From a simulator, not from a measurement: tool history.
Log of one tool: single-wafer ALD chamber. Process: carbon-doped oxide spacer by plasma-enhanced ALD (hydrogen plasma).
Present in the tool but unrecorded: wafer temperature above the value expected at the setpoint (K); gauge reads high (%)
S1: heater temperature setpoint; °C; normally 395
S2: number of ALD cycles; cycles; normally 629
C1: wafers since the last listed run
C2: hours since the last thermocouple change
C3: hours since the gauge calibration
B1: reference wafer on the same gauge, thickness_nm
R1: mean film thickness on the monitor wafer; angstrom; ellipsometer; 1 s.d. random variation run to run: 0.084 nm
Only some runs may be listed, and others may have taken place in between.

run,hour,S1,S2,C1,C2,C3,B1,R1
1,0,400,704,0,1482.1,1198.7,30.469,373.79
2,27.1,391,699,12,1509.2,1225.8,30.478,369.33
3,57,391,699,14,1539.1,1255.7,30.445,371.12
4,118,395,629,29,1600.1,1316.7,30.453,332.96
5,316.4,395,629,95,1798.5,1515.1,30.387,332.39
6,380.2,395,629,30,1862.3,1578.9,30.439,333.56
7,430.7,395,629,24,1912.8,1629.4,30.37,334.33
8,516.4,395,629,41,1998.5,1715.1,30.377,334.13
9,569.7,390,687,25,2051.8,1768.4,30.356,364.39
10,614.9,390,687,21,2097,1813.6,30.339,363.95
# hour 637.9: thermocouple changed; heater temperature recalibrated
11,646.7,403,709,11,8.8,1845.4,30.291,372.49
12,677.9,395,629,14,40,1876.6,30.342,333.75
13,715.6,383,549,18,77.7,1914.3,30.367,289.92
14,770.6,383,549,26,132.7,1969.3,30.351,289.46
15,809.5,400,584,18,171.6,2008.2,30.301,308.12
16,841.5,400,584,15,203.6,2040.2,30.303,307.9
17,872.1,400,584,14,234.2,2070.8,30.278,307.47
18,927.9,395,543,26,290,2126.6,30.307,285.78
# hour 966.1: gauge calibrated
19,973.8,395,543,21,335.9,7.7,30.725,291.69
20,1011.6,395,543,18,373.7,45.5,30.728,289.08
21,1074.6,395,629,30,436.7,108.5,30.696,335.96
22,1128.9,389,733,26,491,162.8,30.696,391.77
23,1197.6,403,709,32,559.7,231.5,30.694,375.61
24,1240.8,400,721,20,602.9,274.7,30.641,384.54
25,1273.8,390,588,15,635.9,307.7,30.672,313.68
26,1317,381,661,20,679.1,350.9,30.604,351.87
27,1358.3,387,663,19,720.4,392.2,30.638,353.82
28,1388.2,395,629,14,750.3,422.1,30.604,333.85
29,1448.9,395,629,29,811,482.8,30.575,335.33
30,1484.4,381,516,17,846.5,518.3,30.598,274.47
31,1553.8,395,742,33,915.9,587.7,30.589,396.75
32,1625.4,385,697,34,987.5,659.3,30.568,371.06
33,1677.1,395,629,24,1039.2,711,30.537,335.64
34,1709.2,390,687,15,1071.3,743.1,30.573,365.28
35,1742.9,404,629,16,1105,776.8,30.536,333.42
36,1812.1,404,671,33,1174.2,846,30.535,353.17
37,1845.8,385,697,16,1207.9,879.7,30.525,369.64
38,1910.6,395,629,31,1272.7,944.5,30.483,334.9
39,1948.7,383,731,18,1310.8,982.6,30.494,387.11
40,1973.4,389,555,11,1335.5,1007.3,30.487,294.91
41,2013.6,395,629,19,1375.7,1047.5,30.502,332.77
42,2073.7,382,629,28,1435.8,1107.6,30.516,333.06

Entry by entry between the runs, the difference in hidden state between the last listed run before and the first listed run after:
Run 10 -> run 11: thermocouple changed; heater temperature recalibrated (hour 637.9)
  gauge reads high (%): -1.14 -> -1.16
  difference, measured minus the result without the unlogged condition, R1: -4.19 -> -4.38 angstrom
Run 18 -> run 19: gauge calibrated (hour 966.1)
  gauge reads high (%): -1.37 -> 0.0695
  difference, measured minus the result without the unlogged condition, R1: -3.97 -> +0.2 angstrom
